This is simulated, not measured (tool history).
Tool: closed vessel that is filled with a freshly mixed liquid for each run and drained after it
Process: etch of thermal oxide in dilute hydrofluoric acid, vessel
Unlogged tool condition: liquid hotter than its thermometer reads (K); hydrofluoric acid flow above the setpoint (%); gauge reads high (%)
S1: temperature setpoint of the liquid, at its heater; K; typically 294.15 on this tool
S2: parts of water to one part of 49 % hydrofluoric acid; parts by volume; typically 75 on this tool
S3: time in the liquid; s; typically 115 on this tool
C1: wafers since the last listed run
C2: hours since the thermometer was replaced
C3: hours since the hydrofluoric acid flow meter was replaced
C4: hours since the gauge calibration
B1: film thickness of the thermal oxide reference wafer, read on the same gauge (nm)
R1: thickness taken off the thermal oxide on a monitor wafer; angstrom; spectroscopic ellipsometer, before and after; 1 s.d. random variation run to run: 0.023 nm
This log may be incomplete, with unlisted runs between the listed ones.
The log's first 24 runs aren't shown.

Run 25, hour 1474.5: usual settings but S2 115 parts by volume; C1 2682; C2 534.8; C3 508.9; C4 355.9; B1 60.01. Result: R1 45.3 angstrom.
At hour 1480.7: hydrofluoric acid flow meter replaced.
Run 26, hour 1535.5: usual settings but S1 290.15 K; C1 6286; C2 595.8; C3 54.8; C4 416.9; B1 59.99. Result: R1 60.5 angstrom.
Run 27, hour 1603.2: usual settings but S1 291.65 K, S2 65 parts by volume, S3 160 s; C1 7093; C2 663.5; C3 122.5; C4 484.6; B1 60.02. Result: R1 104.9 angstrom.
Run 28, hour 1651.5: usual settings but S1 297.15 K; C1 5060; C2 711.8; C3 170.8; C4 532.9; B1 60.03. Result: R1 81.4 angstrom.
At hour 1673.7: thermometer replaced.
Run 29, hour 1677.1: usual settings but S1 291.15 K, S2 115 parts by volume; C1 2577; C2 3.4; C3 196.4; C4 558.5; B1 60. Result: R1 39.4 angstrom.
Run 30, hour 1710.7: usual settings; C1 3520; C2 37; C3 230; C4 592.1; B1 59.98. Result: R1 71.1 angstrom.
Run 31, hour 1761.5: usual settings but S1 292.15 K, S3 165 s; C1 5322; C2 87.8; C3 280.8; C4 642.9; B1 59.97. Result: R1 93.9 angstrom.
Run 32, hour 1820.4: usual settings but S2 50 parts by volume; C1 6171; C2 146.7; C3 339.7; C4 701.8; B1 60. Result: R1 110.8 angstrom.

Run 33, settings as shown, results not yet in. Your forecast:
Run 33, hour 1888.1: usual settings but S1 297.65 K, S2 60 parts by volume; C1 7093; C2 214.4; C3 407.4; C4 769.5; B1 ?. Result: R1 ?.

Run 33 came out at B1 60.01, R1 105.1 angstrom.
With no hidden state in the tool, this same run would have given R1 103 angstrom.
